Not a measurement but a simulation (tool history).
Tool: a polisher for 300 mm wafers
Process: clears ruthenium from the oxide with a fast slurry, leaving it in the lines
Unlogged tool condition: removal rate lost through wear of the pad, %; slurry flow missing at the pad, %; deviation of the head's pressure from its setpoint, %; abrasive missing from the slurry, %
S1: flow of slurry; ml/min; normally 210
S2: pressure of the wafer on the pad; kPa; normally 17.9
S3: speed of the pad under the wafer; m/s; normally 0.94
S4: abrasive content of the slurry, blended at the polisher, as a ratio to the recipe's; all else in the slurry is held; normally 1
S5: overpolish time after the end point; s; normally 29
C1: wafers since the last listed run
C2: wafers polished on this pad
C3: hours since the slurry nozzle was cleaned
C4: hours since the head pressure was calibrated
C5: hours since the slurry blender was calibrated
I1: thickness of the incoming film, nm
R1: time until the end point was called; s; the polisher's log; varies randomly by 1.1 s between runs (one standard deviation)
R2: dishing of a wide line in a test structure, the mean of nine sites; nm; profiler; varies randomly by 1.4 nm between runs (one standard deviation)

run 1 hour=0 | S1=210 S2=17.9 S3=1.04 S4=1 S5=29 | C1=0 C2=2866 C3=406.1 C4=427.3 C5=400.1 | I1=303.6 | R1=71.9 R2=86.5
-- hour=35.1 slurry nozzle cleaned
-- hour=63.9 worn pad replaced by a new one
run 2 hour=64.7 | S1=210 S2=17.9 S3=1.04 S4=1 S5=29 | C1=387 C2=5 C3=29.6 C4=492 C5=464.8 | I1=301.1 | R1=69.6 R2=85.8
run 3 hour=104.2 | S1=210 S2=17.9 S3=0.94 S4=1 S5=29 | C1=256 C2=261 C3=69.1 C4=531.5 C5=504.3 | I1=294.3 | R1=76 R2=81.7
-- hour=150.5 slurry blender recalibrated
run 4 hour=168 | S1=210 S2=17.9 S3=1.18 S4=1 S5=29 | C1=400 C2=662 C3=132.9 C4=595.3 C5=17.5 | I1=303.2 | R1=64.1 R2=87.2
run 5 hour=194.6 | S1=210 S2=17.9 S3=1.18 S4=1 S5=29 | C1=172 C2=834 C3=159.5 C4=621.9 C5=44.1 | I1=297.1 | R1=63.8 R2=92.4
run 6 hour=224.4 | S1=210 S2=17.9 S3=0.94 S4=1 S5=29 | C1=193 C2=1027 C3=189.3 C4=651.7 C5=73.9 | I1=303.4 | R1=77.3 R2=81.9
run 7 hour=256.8 | S1=210 S2=17.9 S3=0.94 S4=1 S5=29 | C1=210 C2=1237 C3=221.7 C4=684.1 C5=106.3 | I1=301.8 | R1=76.7 R2=81.9
-- hour=294.5 head pressure recalibrated
run 8 hour=325.6 | S1=210 S2=17.9 S3=0.94 S4=1 S5=29 | C1=433 C2=1670 C3=290.5 C4=31.1 C5=175.1 | I1=302 | R1=76.9 R2=81.4
run 9 hour=381.8 | S1=210 S2=15.9 S3=0.94 S4=1 S5=29 | C1=364 C2=2035 C3=346.7 C4=87.3 C5=231.3 | I1=296.3 | R1=84.8 R2=74.2
run 10 hour=429.1 | S1=210 S2=17.9 S3=0.94 S4=1 S5=29 | C1=306 C2=2342 C3=394 C4=134.6 C5=278.6 | I1=296.4 | R1=74.7 R2=82.8
run 11 hour=476.5 | S1=150 S2=17.9 S3=0.7 S4=1 S5=29 | C1=307 C2=2649 C3=441.4 C4=182 C5=326 | I1=299.1 | R1=97.3 R2=68.2
run 12 hour=501.9 | S1=150 S2=13.8 S3=0.94 S4=1.2 S5=24 | C1=164 C2=2814 C3=466.8 C4=207.4 C5=351.4 | I1=300.4 | R1=97.3 R2=60.2
-- hour=549.9 worn pad replaced by a new one
-- hour=571.5 slurry nozzle cleaned
-- hour=578.1 slurry blender recalibrated
run 13 hour=698.1 | S1=150 S2=17.9 S3=0.94 S4=1 S5=29 | C1=1226 C2=941 C3=126.6 C4=403.6 C5=120 | I1=300.1 | R1=81.4 R2=78.6
run 14 hour=861.4 | S1=210 S2=15.2 S3=0.74 S4=1.25 S5=29 | C1=1058 C2=2000 C3=289.9 C4=566.9 C5=283.3 | I1=300.4 | R1=92 R2=69
-- hour=873.3 head pressure recalibrated
run 15 hour=900.6 | S1=210 S2=17.9 S3=0.94 S4=1 S5=20 | C1=241 C2=2241 C3=329.1 C4=27.3 C5=322.5 | I1=303.1 | R1=74.7 R2=62.6
run 16 hour=940.8 | S1=210 S2=17.9 S3=0.94 S4=0.7 S5=29 | C1=260 C2=2502 C3=369.3 C4=67.5 C5=362.7 | I1=294.7 | R1=94.4 R2=67.9
run 17 hour=981.4 | S1=210 S2=14.5 S3=0.94 S4=1 S5=36 | C1=263 C2=2765 C3=409.9 C4=108.1 C5=403.3 | I1=295 | R1=90.3 R2=83.3

Forecast run 18:
-- hour=1007.7 slurry blender recalibrated
run 18 hour=1018.2 | S1=210 S2=17.9 S3=0.94 S4=1 S5=29 | C1=225 C2=2991 C3=446.7 C4=144.9 C5=10.5 | I1=300.5 | R1=? R2=?

For run 18 the tool returned R1 75.7 s, R2 82.4 nm.
If the tool had no hidden condition, the same run with the same run-to-run variation would have returned R1 75.7 s, R2 82.4 nm.
